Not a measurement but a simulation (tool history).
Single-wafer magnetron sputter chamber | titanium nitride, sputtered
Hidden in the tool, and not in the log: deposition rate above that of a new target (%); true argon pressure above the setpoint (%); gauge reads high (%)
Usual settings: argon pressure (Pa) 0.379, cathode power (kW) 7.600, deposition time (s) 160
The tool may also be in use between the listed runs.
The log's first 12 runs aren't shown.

| run | hour | argon pressure (Pa) | cathode power (kW) | deposition time (s) | wafers since the last listed run | wafers on the sputter target | hours since the last manometer calibration | hours since the magnet pack was replaced | hours since the gauge calibration | read-back reference wafer on the same gauge, thickness_nm | mean film thickness on the monitor wafer (Å) |
|---|---|---|---|---|---|---|---|---|---|---|---|
| 13 | 545.9 | 0.379 | 7.600 | 160 | 235 | 3666 | 2748.5 | 10338.7 | 1289.0 | 245.134 | 2345.98 |
| 14 | 580.9 | 0.379 | 7.600 | 160 | 323 | 3990 | 2783.5 | 10373.7 | 1324.0 | 244.961 | 2343.33 |
| 15 | 624.4 | 0.379 | 7.600 | 160 | 402 | 4392 | 2827.0 | 10417.2 | 1367.5 | 245.034 | 2329.92 |
| 16 | 650.2 | 0.379 | 7.600 | 153 | 238 | 4631 | 2852.8 | 10443.0 | 1393.3 | 245.123 | 2226.12 |
|  | 679.2 | sputter target and shields replaced |
| 17 | 815.3 | 0.379 | 7.600 | 132 | 1453 | 1258 | 3017.9 | 10608.1 | 1558.4 | 245.037 | 1957.92 |
| 18 | 848.3 | 0.379 | 8.150 | 160 | 305 | 1564 | 3050.9 | 10641.1 | 1591.4 | 245.013 | 2460.15 |
| 19 | 892.3 | 0.379 | 8.500 | 160 | 406 | 1971 | 3094.9 | 10685.1 | 1635.4 | 244.872 | 2538.12 |
|  | 903.6 | magnet pack replaced |
|  | 923.8 | gauge calibrated |
|  | 930.0 | capacitance manometer re-zeroed and calibrated |
| 20 | 930.5 | 0.379 | 7.600 | 160 | 205 | 2176 | 0.5 | 26.9 | 6.7 | 245.020 | 2342.04 |
| 21 | 994.4 | 0.440 | 6.250 | 128 | 591 | 2767 | 64.4 | 90.8 | 70.6 | 245.043 | 1634.43 |
| 22 | 1039.7 | 0.287 | 6.750 | 160 | 419 | 3186 | 109.7 | 136.1 | 115.9 | 244.956 | 2251.56 |
| 23 | 1093.7 | 0.330 | 8.650 | 160 | 499 | 3685 | 163.7 | 190.1 | 169.9 | 245.032 | 2578.80 |
| 24 | 1138.5 | 0.526 | 5.750 | 134 | 414 | 4100 | 208.5 | 234.9 | 214.7 | 245.009 | 1579.85 |
| 25 | 1180.7 | 0.508 | 7.600 | 160 | 390 | 4490 | 250.7 | 277.1 | 256.9 | 244.869 | 2244.89 |
|  | 1222.9 | sputter target and shields replaced |
| 26 | 1243.0 | 0.446 | 8.350 | 160 | 502 | 186 | 313.0 | 339.4 | 319.2 | 245.035 | 2476.14 |
| 27 | 1301.5 | 0.379 | 7.600 | 160 | 541 | 727 | 371.5 | 397.9 | 377.7 | 245.053 | 2362.55 |
| 28 | 1367.6 | 0.379 | 8.200 | 160 | 611 | 1338 | 437.6 | 464.0 | 443.8 | 244.920 | 2475.38 |
| 29 | 1402.7 | 0.379 | 7.600 | 170 | 324 | 1663 | 472.7 | 499.1 | 478.9 | 244.998 | 2508.56 |
| 30 | 1433.5 | 0.379 | 6.050 | 187 | 284 | 1948 | 503.5 | 529.9 | 509.7 | 245.145 | 2404.03 |
| 31 | 1491.1 | 0.379 | 7.600 | 160 | 532 | 2480 | 561.1 | 587.5 | 567.3 | 244.990 | 2344.72 |
| 32 | 1529.5 | 0.330 | 8.650 | 160 | 355 | 2836 | 599.5 | 625.9 | 605.7 | 244.958 | 2603.99 |
| 33 | 1562.1 | 0.379 | 5.800 | 178 | 301 | 3137 | 632.1 | 658.5 | 638.3 | 244.877 | 2220.92 |

3 ways to go on from here, each from the tool as it stands after run 33. What would each give?
| A | 1562.5 | 0.379 | 9.150 | 160 | 3 | 3141 | 632.5 | 658.9 | 638.7 | ? | ? |
| B | 1562.5 | 0.379 | 6.400 | 180 | 3 | 3141 | 632.5 | 658.9 | 638.7 | ? | ? |
| C | 1562.5 | 0.379 | 8.100 | 183 | 3 | 3141 | 632.5 | 658.9 | 638.7 | ? | ? |

| run | read-back reference wafer on the same gauge, thickness_nm | mean film thickness on the monitor wafer (Å) |
|---|---|---|
| A | 245.055 | 2629.18 |
| B | 245.055 | 2375.57 |
| C | 245.055 | 2781.10 |
Without the tool's hidden state the same runs would have given:
| run | mean film thickness on the monitor wafer (Å) |
|---|---|
| A | 2666.07 |
| B | 2408.91 |
| C | 2820.13 |
